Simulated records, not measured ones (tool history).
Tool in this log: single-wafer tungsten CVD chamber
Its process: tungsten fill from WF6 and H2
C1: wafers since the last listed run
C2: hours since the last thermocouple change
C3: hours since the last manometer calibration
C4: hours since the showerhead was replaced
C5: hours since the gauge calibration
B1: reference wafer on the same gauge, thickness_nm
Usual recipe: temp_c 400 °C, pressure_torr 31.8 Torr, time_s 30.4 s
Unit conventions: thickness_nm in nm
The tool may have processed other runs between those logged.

{"run": 1, "hour": 0.0, "temp_c": 400, "pressure_torr": 31.8, "time_s": 26.4, "C1": 0, "C2": 747.1, "C3": 2384.2, "C4": 6937.6, "C5": 619.1, "B1": 96.312, "thickness_nm": 70.546}
{"hour": 45.2, "done": "gauge calibrated"}
{"run": 2, "hour": 51.7, "temp_c": 400, "pressure_torr": 31.8, "time_s": 26.4, "C1": 1110, "C2": 798.8, "C3": 2435.9, "C4": 6989.3, "C5": 6.5, "B1": 96.296, "thickness_nm": 70.339}
{"run": 3, "hour": 123.5, "temp_c": 400, "pressure_torr": 31.8, "time_s": 26.4, "C1": 1541, "C2": 870.6, "C3": 2507.7, "C4": 7061.1, "C5": 78.3, "B1": 96.309, "thickness_nm": 70.083}
{"run": 4, "hour": 148.2, "temp_c": 400, "pressure_torr": 31.8, "time_s": 27.2, "C1": 530, "C2": 895.3, "C3": 2532.4, "C4": 7085.8, "C5": 103, "B1": 96.269, "thickness_nm": 72.365}
{"run": 5, "hour": 183.9, "temp_c": 400, "pressure_torr": 31.8, "time_s": 27.2, "C1": 766, "C2": 931, "C3": 2568.1, "C4": 7121.5, "C5": 138.7, "B1": 96.335, "thickness_nm": 72.206}
{"run": 6, "hour": 270.5, "temp_c": 400, "pressure_torr": 31.8, "time_s": 27.4, "C1": 1859, "C2": 1017.6, "C3": 2654.7, "C4": 7208.1, "C5": 225.3, "B1": 96.317, "thickness_nm": 72.757}
{"hour": 300.7, "done": "thermocouple changed; heater temperature recalibrated"}
{"run": 7, "hour": 301.2, "temp_c": 400, "pressure_torr": 31.8, "time_s": 26.1, "C1": 487, "C2": 0.5, "C3": 2685.4, "C4": 7238.8, "C5": 256, "B1": 96.369, "thickness_nm": 69.921}
{"run": 8, "hour": 311.3, "temp_c": 400, "pressure_torr": 31.8, "time_s": 26.1, "C1": 216, "C2": 10.6, "C3": 2695.5, "C4": 7248.9, "C5": 266.1, "B1": 96.248, "thickness_nm": 70.154}
{"run": 9, "hour": 335.1, "temp_c": 400, "pressure_torr": 31.8, "time_s": 30.4, "C1": 511, "C2": 34.4, "C3": 2719.3, "C4": 7272.7, "C5": 289.9, "B1": 96.372, "thickness_nm": 81.408}
{"run": 10, "hour": 361.9, "temp_c": 400, "pressure_torr": 31.8, "time_s": 30.4, "C1": 575, "C2": 61.2, "C3": 2746.1, "C4": 7299.5, "C5": 316.7, "B1": 96.366, "thickness_nm": 81.271}
{"hour": 375.0, "done": "showerhead replaced"}
{"run": 11, "hour": 378.1, "temp_c": 400, "pressure_torr": 31.8, "time_s": 30.4, "C1": 176, "C2": 77.4, "C3": 2762.3, "C4": 3.1, "C5": 332.9, "B1": 96.26, "thickness_nm": 81.725}
{"run": 12, "hour": 397.1, "temp_c": 400, "pressure_torr": 29.7, "time_s": 26.1, "C1": 408, "C2": 96.4, "C3": 2781.3, "C4": 22.1, "C5": 351.9, "B1": 96.291, "thickness_nm": 66.4}
{"run": 13, "hour": 415.8, "temp_c": 400, "pressure_torr": 29.6, "time_s": 28.5, "C1": 401, "C2": 115.1, "C3": 2800, "C4": 40.8, "C5": 370.6, "B1": 96.308, "thickness_nm": 72.073}
{"run": 14, "hour": 445.0, "temp_c": 400, "pressure_torr": 29.6, "time_s": 28.5, "C1": 627, "C2": 144.3, "C3": 2829.2, "C4": 70, "C5": 399.8, "B1": 96.304, "thickness_nm": 72.184}
{"run": 15, "hour": 475.3, "temp_c": 400, "pressure_torr": 29.6, "time_s": 28.5, "C1": 650, "C2": 174.6, "C3": 2859.5, "C4": 100.3, "C5": 430.1, "B1": 96.324, "thickness_nm": 72.162}
{"hour": 495.4, "done": "capacitance manometer re-zeroed and calibrated"}
{"run": 16, "hour": 503.0, "temp_c": 400, "pressure_torr": 31.8, "time_s": 30.4, "C1": 423, "C2": 202.3, "C3": 7.6, "C4": 128, "C5": 457.8, "B1": 96.334, "thickness_nm": 81.424}
{"run": 17, "hour": 529.8, "temp_c": 400, "pressure_torr": 31.8, "time_s": 30.4, "C1": 575, "C2": 229.1, "C3": 34.4, "C4": 154.8, "C5": 484.6, "B1": 96.235, "thickness_nm": 81.292}
{"run": 18, "hour": 560.4, "temp_c": 400, "pressure_torr": 36.4, "time_s": 27.9, "C1": 657, "C2": 259.7, "C3": 65, "C4": 185.4, "C5": 515.2, "B1": 96.267, "thickness_nm": 82.641}
{"run": 19, "hour": 580.7, "temp_c": 414, "pressure_torr": 34.6, "time_s": 28.5, "C1": 435, "C2": 280, "C3": 85.3, "C4": 205.7, "C5": 535.5, "B1": 96.347, "thickness_nm": 106.957}
{"run": 20, "hour": 608.7, "temp_c": 400, "pressure_torr": 31.8, "time_s": 27.6, "C1": 601, "C2": 308, "C3": 113.3, "C4": 233.7, "C5": 563.5, "B1": 96.248, "thickness_nm": 73.611}
{"run": 21, "hour": 624.1, "temp_c": 400, "pressure_torr": 39.4, "time_s": 27.1, "C1": 330, "C2": 323.4, "C3": 128.7, "C4": 249.1, "C5": 578.9, "B1": 96.332, "thickness_nm": 84.748}
{"run": 22, "hour": 641.4, "temp_c": 400, "pressure_torr": 31.8, "time_s": 30.4, "C1": 371, "C2": 340.7, "C3": 146, "C4": 266.4, "C5": 596.2, "B1": 96.269, "thickness_nm": 81.737}
{"hour": 660.7, "done": "gauge calibrated"}
{"run": 23, "hour": 677.0, "temp_c": 386, "pressure_torr": 28.1, "time_s": 33, "C1": 764, "C2": 376.3, "C3": 181.6, "C4": 302, "C5": 16.3, "B1": 96.309, "thickness_nm": 59.029}
{"run": 24, "hour": 704.4, "temp_c": 400, "pressure_torr": 31.8, "time_s": 35.6, "C1": 588, "C2": 403.7, "C3": 209, "C4": 329.4, "C5": 43.7, "B1": 96.219, "thickness_nm": 95.177}
{"run": 25, "hour": 721.2, "temp_c": 400, "pressure_torr": 31.8, "time_s": 30.4, "C1": 360, "C2": 420.5, "C3": 225.8, "C4": 346.2, "C5": 60.5, "B1": 96.313, "thickness_nm": 81.445}
{"run": 26, "hour": 745.0, "temp_c": 396, "pressure_torr": 31.8, "time_s": 35.9, "C1": 511, "C2": 444.3, "C3": 249.6, "C4": 370, "C5": 84.3, "B1": 96.313, "thickness_nm": 88.546}
{"run": 27, "hour": 770.9, "temp_c": 400, "pressure_torr": 31.8, "time_s": 34, "C1": 556, "C2": 470.2, "C3": 275.5, "C4": 395.9, "C5": 110.2, "B1": 96.233, "thickness_nm": 90.734}
{"run": 28, "hour": 788.0, "temp_c": 400, "pressure_torr": 31.8, "time_s": 26.9, "C1": 367, "C2": 487.3, "C3": 292.6, "C4": 413, "C5": 127.3, "B1": 96.262, "thickness_nm": 71.971}
{"run": 29, "hour": 808.8, "temp_c": 393, "pressure_torr": 36, "time_s": 30.4, "C1": 446, "C2": 508.1, "C3": 313.4, "C4": 433.8, "C5": 148.1, "B1": 96.236, "thickness_nm": 76.399}
{"run": 30, "hour": 840.7, "temp_c": 390, "pressure_torr": 31.8, "time_s": 28.3, "C1": 685, "C2": 540, "C3": 345.3, "C4": 465.7, "C5": 180, "B1": 96.322, "thickness_nm": 61.109}
{"run": 31, "hour": 868.5, "temp_c": 400, "pressure_torr": 33.9, "time_s": 30.4, "C1": 597, "C2": 567.8, "C3": 373.1, "C4": 493.5, "C5": 207.8, "B1": 96.283, "thickness_nm": 84.984}
{"run": 32, "hour": 904.1, "temp_c": 392, "pressure_torr": 38.9, "time_s": 35.9, "C1": 764, "C2": 603.4, "C3": 408.7, "C4": 529.1, "C5": 243.4, "B1": 96.305, "thickness_nm": 93.019}
{"run": 33, "hour": 937.7, "temp_c": 396, "pressure_torr": 38.2, "time_s": 35.5, "C1": 721, "C2": 637, "C3": 442.3, "C4": 562.7, "C5": 277, "B1": 96.285, "thickness_nm": 99.308}

Run-by-run hidden state of the tool:
true pressure above the setpoint (%): 0 across all the runs
gauge reads high (%): 0 across all the runs
H1: wafer temperature above the value expected at the setpoint (K)
run=1 H1=-0.207
run=2 H1=-0.251
run=3 H1=-0.317
run=4 H1=-0.341
run=5 H1=-0.377
run=6 H1=-0.47
run=7 H1=-0.0101
run=8 H1=-0.0102
run=9 H1=-0.0108
run=10 H1=-0.0122
run=11 H1=-0.0134
run=12 H1=-0.0153
run=13 H1=-0.0175
run=14 H1=-0.0216
run=15 H1=-0.027
run=16 H1=-0.0328
run=17 H1=-0.0392
run=18 H1=-0.0474
run=19 H1=-0.0535
run=20 H1=-0.0626
run=21 H1=-0.068
run=22 H1=-0.0743
run=23 H1=-0.0884
run=24 H1=-0.1
run=25 H1=-0.108
run=26 H1=-0.119
run=27 H1=-0.132
run=28 H1=-0.141
run=29 H1=-0.153
run=30 H1=-0.171
run=31 H1=-0.188
run=32 H1=-0.211
run=33 H1=-0.235

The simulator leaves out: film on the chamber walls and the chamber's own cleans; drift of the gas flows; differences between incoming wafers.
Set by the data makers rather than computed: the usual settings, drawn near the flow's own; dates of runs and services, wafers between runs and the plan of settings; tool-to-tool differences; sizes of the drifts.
